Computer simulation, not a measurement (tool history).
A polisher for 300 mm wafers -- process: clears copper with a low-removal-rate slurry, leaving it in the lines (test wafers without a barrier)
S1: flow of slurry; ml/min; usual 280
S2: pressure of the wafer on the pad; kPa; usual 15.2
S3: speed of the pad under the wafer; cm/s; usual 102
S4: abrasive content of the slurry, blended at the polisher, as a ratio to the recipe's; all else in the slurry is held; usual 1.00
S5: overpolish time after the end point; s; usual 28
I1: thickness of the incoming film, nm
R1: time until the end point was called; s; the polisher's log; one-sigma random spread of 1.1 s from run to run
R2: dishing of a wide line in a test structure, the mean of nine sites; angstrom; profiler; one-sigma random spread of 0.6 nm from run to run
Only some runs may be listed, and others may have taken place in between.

run	day	S1	S2	S3	S4	S5	I1	R1	R2
1	0.000	215	15.2	102	1.00	14	235.9	141.3	177
# day 0.379: slurry blender recalibrated
2	0.571	280	15.2	102	1.00	36	237.7	133.3	424
3	1.262	280	15.2	102	1.00	36	235.6	131.6	428
4	1.733	280	15.2	102	1.00	34	234.3	131.5	398
5	2.183	280	15.2	102	1.00	34	237.6	133.1	405
6	3.000	280	15.2	102	1.00	28	236.7	134.3	332
7	3.275	280	15.2	102	1.00	28	235.0	131.4	348
8	3.646	280	15.2	102	1.00	28	238.9	136.3	344
# day 4.167: worn pad replaced by a new one
9	4.188	280	15.2	102	1.00	28	239.8	136.6	341
10	4.588	280	15.2	102	1.00	28	230.2	131.7	348
11	4.912	280	15.2	102	1.00	28	234.7	134.6	339
12	5.192	280	15.2	102	1.00	28	234.6	135.5	346
13	5.525	205	12.4	102	1.00	20	236.1	170.8	209
14	5.988	280	15.2	118	1.10	28	236.8	114.5	375
15	6.717	280	15.2	82	1.00	45	230.3	167.4	421
16	7.138	280	15.2	82	1.00	45	232.3	171.9	407
17	7.458	280	15.2	102	1.00	18	233.6	141.8	227
# day 7.746: head pressure recalibrated
# day 7.912: slurry nozzle cleaned
18	8.879	250	15.2	102	1.00	28	234.3	148.9	313
19	9.454	280	15.2	102	1.00	28	235.6	151.1	312
# day 10.246: worn pad replaced by a new one
20	10.267	280	15.2	70	1.00	28	235.9	225.6	221
# day 10.396: slurry blender recalibrated
21	10.550	280	15.2	102	1.00	28	236.3	132.5	345
22	11.267	240	12.4	102	0.70	28	235.4	186.9	248
23	11.617	200	20.0	102	1.00	28	230.9	100.0	430
24	12.346	280	15.2	102	1.00	28	239.4	135.6	347
25	13.375	280	15.2	126	0.75	38	231.3	118.7	467
26	14.571	205	15.2	102	1.00	13	232.3	134.3	174
27	14.962	280	15.2	102	1.00	28	232.9	133.2	344
28	15.404	280	20.0	102	1.25	28	237.7	96.0	457
29	15.871	280	15.2	102	1.00	28	237.2	136.8	342

Forecast each of these 4 alternatives for the next run:
A	15.892	280	16.5	102	1.00	28	231.5	?	?
B	15.892	350	20.0	72	1.00	16	231.5	?	?
C	15.892	330	15.2	102	1.00	44	231.5	?	?
D	15.892	280	13.1	102	1.00	38	231.5	?	?

run	R1	R2
A	124.0	360
B	143.4	199
C	133.9	473
D	156.6	372
Take away the tool's hidden state, keep each run's random variation, and the runs would have read:
run	R1	R2
A	117.6	375
B	136.0	208
C	127.0	491
D	148.5	387
